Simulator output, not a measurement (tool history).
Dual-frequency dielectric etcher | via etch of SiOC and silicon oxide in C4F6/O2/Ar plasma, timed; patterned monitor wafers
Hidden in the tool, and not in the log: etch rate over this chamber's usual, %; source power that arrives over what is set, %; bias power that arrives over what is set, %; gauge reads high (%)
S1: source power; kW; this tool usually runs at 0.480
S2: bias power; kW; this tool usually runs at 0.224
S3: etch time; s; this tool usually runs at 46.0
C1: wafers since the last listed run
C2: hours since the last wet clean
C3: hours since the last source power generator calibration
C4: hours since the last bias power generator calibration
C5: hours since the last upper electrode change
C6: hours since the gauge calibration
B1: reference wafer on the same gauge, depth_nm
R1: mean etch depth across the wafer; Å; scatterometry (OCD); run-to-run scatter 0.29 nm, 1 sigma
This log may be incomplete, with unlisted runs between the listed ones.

{"run": 1, "day": 0.0, "S1": 0.41, "S2": 0.224, "S3": 46.0, "C1": 0, "C2": 229.1, "C3": 2387.0, "C4": 3197.5, "C5": 5153.4, "C6": 932.3, "B1": 69.0, "R1": 632}
{"run": 2, "day": 0.704, "S1": 0.48, "S2": 0.224, "S3": 46.0, "C1": 155, "C2": 246.0, "C3": 2403.9, "C4": 3214.4, "C5": 5170.3, "C6": 949.2, "B1": 69.1, "R1": 700}
{"day": 1.058, "done": "bias power generator calibrated"}
{"run": 3, "day": 1.867, "S1": 0.48, "S2": 0.224, "S3": 46.0, "C1": 219, "C2": 273.9, "C3": 2431.8, "C4": 19.4, "C5": 5198.2, "C6": 977.1, "B1": 69.1, "R1": 701}
{"run": 4, "day": 3.079, "S1": 0.48, "S2": 0.224, "S3": 46.0, "C1": 267, "C2": 303.0, "C3": 2460.9, "C4": 48.5, "C5": 5227.3, "C6": 1006.2, "B1": 69.0, "R1": 696}
{"run": 5, "day": 5.167, "S1": 0.48, "S2": 0.224, "S3": 54.0, "C1": 460, "C2": 353.1, "C3": 2511.0, "C4": 98.6, "C5": 5277.4, "C6": 1056.3, "B1": 69.1, "R1": 817}
{"day": 5.883, "done": "gauge calibrated"}
{"run": 6, "day": 5.908, "S1": 0.48, "S2": 0.224, "S3": 54.0, "C1": 163, "C2": 370.9, "C3": 2528.8, "C4": 116.4, "C5": 5295.2, "C6": 0.6, "B1": 69.1, "R1": 819}
{"run": 7, "day": 6.488, "S1": 0.53, "S2": 0.204, "S3": 52.5, "C1": 127, "C2": 384.8, "C3": 2542.7, "C4": 130.3, "C5": 5309.1, "C6": 14.5, "B1": 69.1, "R1": 818}
{"run": 8, "day": 7.092, "S1": 0.37, "S2": 0.192, "S3": 38.0, "C1": 133, "C2": 399.3, "C3": 2557.2, "C4": 144.8, "C5": 5323.6, "C6": 29.0, "B1": 69.1, "R1": 456}
{"run": 9, "day": 8.283, "S1": 0.37, "S2": 0.224, "S3": 56.5, "C1": 262, "C2": 427.9, "C3": 2585.8, "C4": 173.4, "C5": 5352.2, "C6": 57.6, "B1": 69.1, "R1": 716}
{"run": 10, "day": 8.983, "S1": 0.41, "S2": 0.224, "S3": 46.0, "C1": 154, "C2": 444.7, "C3": 2602.6, "C4": 190.2, "C5": 5369.0, "C6": 74.4, "B1": 69.2, "R1": 632}
{"run": 11, "day": 11.792, "S1": 0.48, "S2": 0.224, "S3": 46.0, "C1": 619, "C2": 512.1, "C3": 2670.0, "C4": 257.6, "C5": 5436.4, "C6": 141.8, "B1": 69.2, "R1": 694}
{"run": 12, "day": 12.804, "S1": 0.56, "S2": 0.206, "S3": 39.5, "C1": 223, "C2": 536.4, "C3": 2694.3, "C4": 281.9, "C5": 5460.7, "C6": 166.1, "B1": 69.1, "R1": 631}
{"day": 14.55, "done": "wet clean of the chamber"}
{"run": 13, "day": 14.571, "S1": 0.39, "S2": 0.224, "S3": 52.5, "C1": 169, "C2": 0.5, "C3": 2736.7, "C4": 324.3, "C5": 5503.1, "C6": 208.5, "B1": 69.2, "R1": 707}
{"run": 14, "day": 15.062, "S1": 0.48, "S2": 0.268, "S3": 37.5, "C1": 108, "C2": 12.3, "C3": 2748.5, "C4": 336.1, "C5": 5514.9, "C6": 220.3, "B1": 69.2, "R1": 623}
{"run": 15, "day": 16.388, "S1": 0.48, "S2": 0.224, "S3": 46.0, "C1": 292, "C2": 44.1, "C3": 2780.3, "C4": 367.9, "C5": 5546.7, "C6": 252.1, "B1": 69.1, "R1": 703}
{"day": 17.842, "done": "upper electrode replaced"}
{"run": 16, "day": 17.862, "S1": 0.48, "S2": 0.224, "S3": 46.0, "C1": 104, "C2": 79.5, "C3": 2815.7, "C4": 403.3, "C5": 0.5, "C6": 287.5, "B1": 69.1, "R1": 706}
{"run": 17, "day": 18.221, "S1": 0.48, "S2": 0.205, "S3": 33.0, "C1": 79, "C2": 88.1, "C3": 2824.3, "C4": 411.9, "C5": 9.1, "C6": 296.1, "B1": 69.0, "R1": 494}
{"run": 18, "day": 19.612, "S1": 0.43, "S2": 0.224, "S3": 46.0, "C1": 307, "C2": 121.5, "C3": 2857.7, "C4": 445.3, "C5": 42.5, "C6": 329.5, "B1": 69.1, "R1": 655}
{"day": 20.479, "done": "source power generator calibrated"}
{"run": 19, "day": 20.504, "S1": 0.48, "S2": 0.224, "S3": 46.0, "C1": 159, "C2": 142.9, "C3": 0.6, "C4": 466.7, "C5": 63.9, "C6": 350.9, "B1": 69.1, "R1": 706}
{"run": 20, "day": 21.596, "S1": 0.48, "S2": 0.224, "S3": 46.0, "C1": 240, "C2": 169.1, "C3": 26.8, "C4": 492.9, "C5": 90.1, "C6": 377.1, "B1": 69.1, "R1": 703}
{"run": 21, "day": 23.058, "S1": 0.54, "S2": 0.276, "S3": 37.5, "C1": 322, "C2": 204.2, "C3": 61.9, "C4": 528.0, "C5": 125.2, "C6": 412.2, "B1": 69.2, "R1": 663}
{"run": 22, "day": 23.629, "S1": 0.56, "S2": 0.224, "S3": 46.0, "C1": 125, "C2": 217.9, "C3": 75.6, "C4": 541.7, "C5": 138.9, "C6": 425.9, "B1": 69.1, "R1": 768}
{"run": 23, "day": 24.417, "S1": 0.4, "S2": 0.209, "S3": 57.5, "C1": 173, "C2": 236.8, "C3": 94.5, "C4": 560.6, "C5": 157.8, "C6": 444.8, "B1": 69.0, "R1": 756}
{"run": 24, "day": 25.638, "S1": 0.48, "S2": 0.224, "S3": 46.0, "C1": 269, "C2": 266.1, "C3": 123.8, "C4": 589.9, "C5": 187.1, "C6": 474.1, "B1": 69.0, "R1": 701}
{"run": 25, "day": 29.262, "S1": 0.55, "S2": 0.224, "S3": 46.0, "C1": 799, "C2": 353.1, "C3": 210.8, "C4": 676.9, "C5": 274.1, "C6": 561.1, "B1": 69.0, "R1": 751}
{"run": 26, "day": 30.754, "S1": 0.48, "S2": 0.224, "S3": 46.0, "C1": 329, "C2": 388.9, "C3": 246.6, "C4": 712.7, "C5": 309.9, "C6": 596.9, "B1": 69.1, "R1": 697}
{"run": 27, "day": 31.692, "S1": 0.59, "S2": 0.183, "S3": 56.5, "C1": 206, "C2": 411.4, "C3": 269.1, "C4": 735.2, "C5": 332.4, "C6": 619.4, "B1": 69.0, "R1": 904}
{"run": 28, "day": 32.596, "S1": 0.39, "S2": 0.198, "S3": 50.5, "C1": 199, "C2": 433.1, "C3": 290.8, "C4": 756.9, "C5": 354.1, "C6": 641.1, "B1": 69.1, "R1": 633}
{"run": 29, "day": 34.033, "S1": 0.55, "S2": 0.19, "S3": 50.5, "C1": 317, "C2": 467.6, "C3": 325.3, "C4": 791.4, "C5": 388.6, "C6": 675.6, "B1": 69.0, "R1": 779}

Difference, measured minus no-hidden-state, one row per run. Run-to-run variation is common to both terms; the gauge's own scatter need not be:
run=1 R1=-6
run=2 R1=-7
run=3 R1=-9
run=4 R1=-10
run=5 R1=-13
run=6 R1=-14
run=7 R1=-15
run=8 R1=-8
run=9 R1=-15
run=10 R1=-13
run=11 R1=-18
run=12 R1=-17
run=13 R1=+1
run=14 R1=+1
run=15 R1=+0
run=16 R1=-1
run=17 R1=-1
run=18 R1=-3
run=19 R1=-4
run=20 R1=-5
run=21 R1=-7
run=22 R1=-7
run=23 R1=-8
run=24 R1=-9
run=25 R1=-13
run=26 R1=-13
run=27 R1=-19
run=28 R1=-13
run=29 R1=-18
